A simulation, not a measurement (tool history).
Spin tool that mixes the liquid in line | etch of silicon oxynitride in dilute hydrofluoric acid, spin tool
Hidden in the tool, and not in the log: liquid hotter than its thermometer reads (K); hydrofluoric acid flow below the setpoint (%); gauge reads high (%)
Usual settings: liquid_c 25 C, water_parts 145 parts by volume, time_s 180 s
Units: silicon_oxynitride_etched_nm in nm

run,hour,liquid_c,water_parts,time_s,wafers since the last listed run,hours since the thermometer was replaced,hours since the hydrofluoric acid flow meter was replaced,hours since the gauge calibration,"read-back film thickness of the silicon oxynitride reference wafer, read on the same gauge (nm)",silicon_oxynitride_etched_nm
1,0,25,145,180,0,2455.4,478.8,530.5,90.001,3.332
2,68.8,25,145,180,645,2524.2,547.6,599.3,89.959,3.363
3,112,25,145,180,405,2567.4,590.8,642.5,89.997,3.303
4,183.1,25,145,180,666,2638.5,661.9,713.6,89.954,3.296
5,249.9,25,145,235,626,2705.3,728.7,780.4,90.04,4.309
6,318.6,25,145,180,644,2774,797.4,849.1,89.957,3.235
7,380.2,25,145,180,577,2835.6,859,910.7,90.013,3.202
# hour 388.4: hydrofluoric acid flow meter replaced
8,434.9,25,145,180,503,2890.3,46.5,965.4,90.02,2.94
9,496.2,25,145,180,574,2951.6,107.8,1026.7,89.977,2.956
10,636.8,25,145,180,1318,3092.2,248.4,1167.3,90.007,2.962
11,682.4,27.5,145,180,427,3137.8,294,1212.9,90.045,3.318
# hour 702.5: hydrofluoric acid flow meter replaced, repeated, since the last time left the tool worse
12,741.8,27.5,145,180,547,3197.2,39.3,1272.3,89.963,3.957
# hour 769.5: thermometer replaced
13,775.2,27.5,145,180,303,5.7,72.7,1305.7,89.973,3.915
14,824.6,25,145,180,463,55.1,122.1,1355.1,89.993,3.465
15,871.3,25,145,180,437,101.8,168.8,1401.8,90.007,3.446
16,921.7,25,145,180,472,152.2,219.2,1452.2,90.007,3.405
17,964.8,29.5,80,85,404,195.3,262.3,1495.3,89.998,3.821
18,1016.2,23,120,135,482,246.7,313.7,1546.7,90.004,2.858
19,1049.4,25,145,180,311,279.9,346.9,1579.9,89.962,3.334
20,1093.4,25,145,270,412,323.9,390.9,1623.9,90.006,5.017
21,1145,22,145,180,483,375.5,442.5,1675.5,89.974,2.939
22,1190.2,28,210,180,423,420.7,487.7,1720.7,89.995,2.502
23,1226.4,23.5,145,215,339,456.9,523.9,1756.9,89.957,3.685
24,1284.2,29,145,180,542,514.7,581.7,1814.7,90.005,3.999
25,1319.1,25,145,180,327,549.6,616.6,1849.6,89.978,3.281
26,1346.8,25,165,235,259,577.3,644.3,1877.3,90,3.685
# hour 1379.5: gauge calibrated
27,1397.6,25,170,115,476,628.1,695.1,18.1,90.005,1.732
28,1447,29.5,120,130,463,677.5,744.5,67.5,90.004,3.58
29,1472.8,25,145,180,241,703.3,770.3,93.3,90.032,3.241
# hour 1516.9: hydrofluoric acid flow meter replaced
30,1543.4,25,145,180,652,773.9,26.5,163.9,89.996,3.559
31,1597.1,25,145,180,503,827.6,80.2,217.6,89.989,3.497
32,1654.1,25,185,225,534,884.6,137.2,274.6,89.93,3.308
33,1702,25,115,270,449,932.5,185.1,322.5,89.974,6.656
34,1768,23.5,145,140,618,998.5,251.1,388.5,90.005,2.498

What the log doesn't show, run by run:
liquid hotter than its thermometer reads (K): 0 in every run
gauge reads high (%): 0 in every run
H1: hydrofluoric acid flow below the setpoint (%)
run,H1
1,4.26
2,4.84
3,5.2
4,5.79
5,6.35
6,6.93
7,7.44
8,13.4
9,13.9
10,15.1
11,15.4
12,0.999
13,1.28
14,1.69
15,2.08
16,2.51
17,2.87
18,3.3
19,3.57
20,3.94
21,4.37
22,4.75
23,5.06
24,5.54
25,5.83
26,6.06
27,6.49
28,6.9
29,7.12
30,0.747
31,1.2
32,1.67
33,2.07
34,2.63

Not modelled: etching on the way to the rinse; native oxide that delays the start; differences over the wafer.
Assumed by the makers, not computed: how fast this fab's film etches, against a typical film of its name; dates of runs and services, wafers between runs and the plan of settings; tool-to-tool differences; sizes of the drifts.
